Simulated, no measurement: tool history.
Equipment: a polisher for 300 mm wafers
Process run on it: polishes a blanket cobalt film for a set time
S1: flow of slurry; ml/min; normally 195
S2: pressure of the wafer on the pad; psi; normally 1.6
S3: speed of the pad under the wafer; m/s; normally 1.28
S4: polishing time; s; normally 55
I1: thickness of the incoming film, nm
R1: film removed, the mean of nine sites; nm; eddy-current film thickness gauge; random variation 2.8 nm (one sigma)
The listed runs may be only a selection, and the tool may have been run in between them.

run 1 hour=0 | S1=195 S2=1.6 S3=1.28 S4=55 | I1=797.6 | R1=335.7
run 2 hour=54.1 | S1=170 S2=1.6 S3=1.28 S4=50 | I1=826.4 | R1=301.7
run 3 hour=122.1 | S1=195 S2=1.6 S3=1.28 S4=55 | I1=813.2 | R1=338.7
run 4 hour=158 | S1=195 S2=1.6 S3=1.28 S4=55 | I1=808.9 | R1=336.7
-- hour=220.4 slurry nozzle cleaned
-- hour=260.2 worn pad replaced by a new one
run 5 hour=336.8 | S1=195 S2=1.6 S3=0.96 S4=46 | I1=813.8 | R1=226.2
run 6 hour=397 | S1=195 S2=1.6 S3=0.96 S4=46 | I1=805.5 | R1=223.8
run 7 hour=465.1 | S1=175 S2=1.6 S3=1.28 S4=48 | I1=815.1 | R1=291.9
run 8 hour=490.3 | S1=195 S2=2 S3=1.28 S4=55 | I1=824.6 | R1=426.6
run 9 hour=530.3 | S1=195 S2=1.6 S3=1.28 S4=55 | I1=795.7 | R1=342.1
-- hour=571.3 head pressure recalibrated
run 10 hour=580 | S1=195 S2=1.6 S3=1.28 S4=55 | I1=800.1 | R1=339.5
run 11 hour=662.6 | S1=195 S2=1.6 S3=1.28 S4=55 | I1=806.1 | R1=335.2
run 12 hour=693.4 | S1=195 S2=1.6 S3=1.28 S4=55 | I1=804 | R1=335.6
run 13 hour=717.5 | S1=195 S2=1.6 S3=1.28 S4=55 | I1=808.2 | R1=333.2
run 14 hour=773.2 | S1=195 S2=1.6 S3=1.28 S4=55 | I1=810.1 | R1=330.4
-- hour=794.1 worn pad replaced by a new one
run 15 hour=807.2 | S1=195 S2=2.2 S3=1.28 S4=55 | I1=798.7 | R1=453.7
-- hour=830.1 slurry nozzle cleaned
run 16 hour=844.6 | S1=255 S2=1.6 S3=1.28 S4=68 | I1=817.2 | R1=444
run 17 hour=915.4 | S1=195 S2=1.6 S3=1.28 S4=55 | I1=825.3 | R1=347.2
run 18 hour=979.8 | S1=145 S2=1.6 S3=0.86 S4=55 | I1=817.2 | R1=229.8
run 19 hour=1021.7 | S1=245 S2=2 S3=1.66 S4=48 | I1=802.6 | R1=495.1
run 20 hour=1061.2 | S1=175 S2=1.4 S3=1.28 S4=49 | I1=822.5 | R1=264.2
run 21 hour=1126.3 | S1=235 S2=2 S3=1.28 S4=49 | I1=814 | R1=388.9
run 22 hour=1184 | S1=230 S2=1.2 S3=0.86 S4=44 | I1=809 | R1=146.4
-- hour=1210.4 worn pad replaced by a new one
run 23 hour=1253.3 | S1=195 S2=1.6 S3=1.6 S4=55 | I1=816.3 | R1=414.7
run 24 hour=1302.5 | S1=195 S2=1.6 S3=1.64 S4=55 | I1=826.4 | R1=419.6
run 25 hour=1347.1 | S1=135 S2=2.1 S3=1.28 S4=63 | I1=810 | R1=464.7
-- hour=1411.1 slurry nozzle cleaned
run 26 hour=1418.2 | S1=195 S2=1.1 S3=1.28 S4=55 | I1=797.8 | R1=236.6
run 27 hour=1489.9 | S1=170 S2=1.6 S3=1.28 S4=50 | I1=807.7 | R1=311
run 28 hour=1559.8 | S1=250 S2=1.6 S3=1.14 S4=55 | I1=805.4 | R1=318.5
run 29 hour=1614.9 | S1=240 S2=1.2 S3=1 S4=63 | I1=812 | R1=247.9
run 30 hour=1660.3 | S1=195 S2=1.8 S3=1.6 S4=55 | I1=801 | R1=478.8
run 31 hour=1709.3 | S1=235 S2=1.6 S3=0.86 S4=55 | I1=819.5 | R1=243.4
-- hour=1716.1 worn pad replaced by a new one
run 32 hour=1757.9 | S1=235 S2=1.6 S3=1.28 S4=47 | I1=817.5 | R1=297.8
run 33 hour=1803.8 | S1=175 S2=1.6 S3=1.02 S4=69 | I1=812.1 | R1=335.9
run 34 hour=1869.9 | S1=195 S2=1.6 S3=1.28 S4=65 | I1=816.3 | R1=397.6
-- hour=1881.6 head pressure recalibrated
run 35 hour=1907.5 | S1=130 S2=1.9 S3=0.96 S4=55 | I1=823.8 | R1=282.4
run 36 hour=1944.7 | S1=195 S2=1.6 S3=1.28 S4=55 | I1=806.3 | R1=333.2

Alternative continuations, all from the tool just after run 36; predict every row:
run A hour=1945.1 | S1=195 S2=1.3 S3=1.28 S4=55 | I1=811.1 | R1=?
run B hour=1945.1 | S1=195 S2=1.2 S3=1.68 S4=55 | I1=811.1 | R1=?
run C hour=1945.1 | S1=195 S2=2.1 S3=1.28 S4=65 | I1=811.1 | R1=?
run D hour=1945.1 | S1=145 S2=1.6 S3=1 S4=55 | I1=811.1 | R1=?
run E hour=1945.1 | S1=260 S2=1.8 S3=0.98 S4=48 | I1=811.1 | R1=?

run=A R1=271
run=B R1=321.5
run=C R1=517.3
run=D R1=250
run=E R1=269.3
With the hidden condition removed and each run's random variation left untouched, the same runs would have given:
run=A R1=280.5
run=B R1=332.9
run=C R1=535.5
run=D R1=262
run=E R1=276.3

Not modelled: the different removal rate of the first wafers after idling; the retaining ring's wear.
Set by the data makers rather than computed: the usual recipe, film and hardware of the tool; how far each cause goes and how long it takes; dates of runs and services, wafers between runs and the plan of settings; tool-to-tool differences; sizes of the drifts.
